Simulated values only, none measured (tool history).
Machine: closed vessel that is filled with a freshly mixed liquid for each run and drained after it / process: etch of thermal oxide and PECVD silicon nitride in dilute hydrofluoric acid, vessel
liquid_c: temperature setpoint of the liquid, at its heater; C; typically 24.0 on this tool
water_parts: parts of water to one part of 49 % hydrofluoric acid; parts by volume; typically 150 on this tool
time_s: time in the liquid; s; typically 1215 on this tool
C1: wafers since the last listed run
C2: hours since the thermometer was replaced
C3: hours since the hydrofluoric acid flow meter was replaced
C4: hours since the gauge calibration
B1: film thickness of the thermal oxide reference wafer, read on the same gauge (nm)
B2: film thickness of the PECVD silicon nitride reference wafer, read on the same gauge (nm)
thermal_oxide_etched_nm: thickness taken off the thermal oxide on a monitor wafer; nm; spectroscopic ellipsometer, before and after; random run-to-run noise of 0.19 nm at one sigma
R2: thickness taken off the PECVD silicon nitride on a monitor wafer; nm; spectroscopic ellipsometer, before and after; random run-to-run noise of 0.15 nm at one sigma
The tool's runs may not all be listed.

run 1 hour=0.0 | liquid_c=24.0 water_parts=150 time_s=1215 | C1=0 C2=539.6 C3=52.9 C4=509.7 | B1=40.01 B2=129.97 | thermal_oxide_etched_nm=35.85 R2=15.97
run 2 hour=17.3 | liquid_c=24.0 water_parts=150 time_s=1215 | C1=618 C2=556.9 C3=70.2 C4=527.0 | B1=40.02 B2=130.01 | thermal_oxide_etched_nm=36.12 R2=15.59
run 3 hour=43.0 | liquid_c=24.0 water_parts=150 time_s=1215 | C1=919 C2=582.6 C3=95.9 C4=552.7 | B1=39.99 B2=130.00 | thermal_oxide_etched_nm=36.29 R2=15.98
run 4 hour=65.3 | liquid_c=24.0 water_parts=190 time_s=1215 | C1=797 C2=604.9 C3=118.2 C4=575.0 | B1=39.99 B2=130.05 | thermal_oxide_etched_nm=27.22 R2=12.55
run 5 hour=86.6 | liquid_c=24.0 water_parts=190 time_s=1215 | C1=761 C2=626.2 C3=139.5 C4=596.3 | B1=39.98 B2=129.95 | thermal_oxide_etched_nm=27.18 R2=12.68
-- hour=96.4 gauge calibrated
run 6 hour=122.0 | liquid_c=24.0 water_parts=190 time_s=1215 | C1=1266 C2=661.6 C3=174.9 C4=25.6 | B1=40.00 B2=129.99 | thermal_oxide_etched_nm=27.36 R2=12.61
run 7 hour=137.5 | liquid_c=26.5 water_parts=215 time_s=1215 | C1=554 C2=677.1 C3=190.4 C4=41.1 | B1=40.00 B2=130.00 | thermal_oxide_etched_nm=25.86 R2=13.09
run 8 hour=150.1 | liquid_c=24.0 water_parts=150 time_s=1215 | C1=450 C2=689.7 C3=203.0 C4=53.7 | B1=39.98 B2=129.99 | thermal_oxide_etched_nm=36.35 R2=15.97
run 9 hour=168.8 | liquid_c=28.5 water_parts=110 time_s=690 | C1=668 C2=708.4 C3=221.7 C4=72.4 | B1=40.00 B2=130.02 | thermal_oxide_etched_nm=35.01 R2=16.59
run 10 hour=204.7 | liquid_c=20.0 water_parts=110 time_s=795 | C1=1283 C2=744.3 C3=257.6 C4=108.3 | B1=40.01 B2=129.95 | thermal_oxide_etched_nm=29.12 R2=10.79
run 11 hour=235.8 | liquid_c=26.5 water_parts=190 time_s=1460 | C1=1112 C2=775.4 C3=288.7 C4=139.4 | B1=39.99 B2=129.99 | thermal_oxide_etched_nm=36.73 R2=17.80
-- hour=244.6 thermometer replaced
run 12 hour=254.9 | liquid_c=28.5 water_parts=130 time_s=955 | C1=647 C2=10.3 C3=307.8 C4=158.5 | B1=40.00 B2=130.01 | thermal_oxide_etched_nm=40.26 R2=19.33
run 13 hour=267.5 | liquid_c=28.0 water_parts=130 time_s=875 | C1=450 C2=22.9 C3=320.4 C4=171.1 | B1=40.00 B2=130.03 | thermal_oxide_etched_nm=35.99 R2=17.15
run 14 hour=286.4 | liquid_c=20.0 water_parts=210 time_s=1645 | C1=675 C2=41.8 C3=339.3 C4=190.0 | B1=40.02 B2=130.00 | thermal_oxide_etched_nm=28.60 R2=11.83
run 15 hour=299.5 | liquid_c=20.5 water_parts=150 time_s=1585 | C1=468 C2=54.9 C3=352.4 C4=203.1 | B1=40.00 B2=129.96 | thermal_oxide_etched_nm=41.82 R2=16.81
run 16 hour=314.9 | liquid_c=24.0 water_parts=150 time_s=1215 | C1=550 C2=70.3 C3=367.8 C4=218.5 | B1=40.00 B2=130.04 | thermal_oxide_etched_nm=36.34 R2=15.98
run 17 hour=330.2 | liquid_c=24.0 water_parts=150 time_s=1215 | C1=547 C2=85.6 C3=383.1 C4=233.8 | B1=40.00 B2=129.99 | thermal_oxide_etched_nm=36.87 R2=15.97
run 18 hour=346.6 | liquid_c=24.0 water_parts=150 time_s=815 | C1=586 C2=102.0 C3=399.5 C4=250.2 | B1=40.00 B2=130.01 | thermal_oxide_etched_nm=24.53 R2=10.80
run 19 hour=376.6 | liquid_c=26.0 water_parts=150 time_s=525 | C1=1072 C2=132.0 C3=429.5 C4=280.2 | B1=40.01 B2=129.99 | thermal_oxide_etched_nm=17.16 R2=7.87
run 20 hour=391.5 | liquid_c=24.0 water_parts=150 time_s=1215 | C1=532 C2=146.9 C3=444.4 C4=295.1 | B1=40.00 B2=129.98 | thermal_oxide_etched_nm=37.15 R2=15.84
run 21 hour=414.0 | liquid_c=20.0 water_parts=220 time_s=895 | C1=804 C2=169.4 C3=466.9 C4=317.6 | B1=40.01 B2=130.00 | thermal_oxide_etched_nm=14.98 R2=6.27
run 22 hour=440.7 | liquid_c=29.0 water_parts=185 time_s=1215 | C1=954 C2=196.1 C3=493.6 C4=344.3 | B1=39.98 B2=130.01 | thermal_oxide_etched_nm=34.71 R2=17.83
run 23 hour=461.5 | liquid_c=28.5 water_parts=120 time_s=1215 | C1=743 C2=216.9 C3=514.4 C4=365.1 | B1=40.00 B2=129.99 | thermal_oxide_etched_nm=57.13 R2=27.07
run 24 hour=487.7 | liquid_c=27.5 water_parts=85 time_s=1215 | C1=937 C2=243.1 C3=540.6 C4=391.3 | B1=40.03 B2=129.99 | thermal_oxide_etched_nm=80.91 R2=34.77
run 25 hour=509.8 | liquid_c=22.0 water_parts=90 time_s=1005 | C1=790 C2=265.2 C3=562.7 C4=413.4 | B1=40.01 B2=129.94 | thermal_oxide_etched_nm=50.60 R2=19.26
run 26 hour=532.0 | liquid_c=24.0 water_parts=75 time_s=515 | C1=793 C2=287.4 C3=584.9 C4=435.6 | B1=40.00 B2=130.05 | thermal_oxide_etched_nm=34.46 R2=13.53

State the hidden condition of the tool at each of the runs:
liquid colder than its thermometer reads (K): 0 across all the runs
gauge reads high (%): 0 across all the runs
H1: hydrofluoric acid flow above the setpoint (%)
run=1 H1=1.8
run=2 H1=1.9
run=3 H1=2.05
run=4 H1=2.17
run=5 H1=2.29
run=6 H1=2.49
run=7 H1=2.58
run=8 H1=2.65
run=9 H1=2.76
run=10 H1=2.96
run=11 H1=3.13
run=12 H1=3.24
run=13 H1=3.31
run=14 H1=3.42
run=15 H1=3.49
run=16 H1=3.58
run=17 H1=3.67
run=18 H1=3.76
run=19 H1=3.93
run=20 H1=4.01
run=21 H1=4.14
run=22 H1=4.29
run=23 H1=4.41
run=24 H1=4.56
run=25 H1=4.68
run=26 H1=4.81
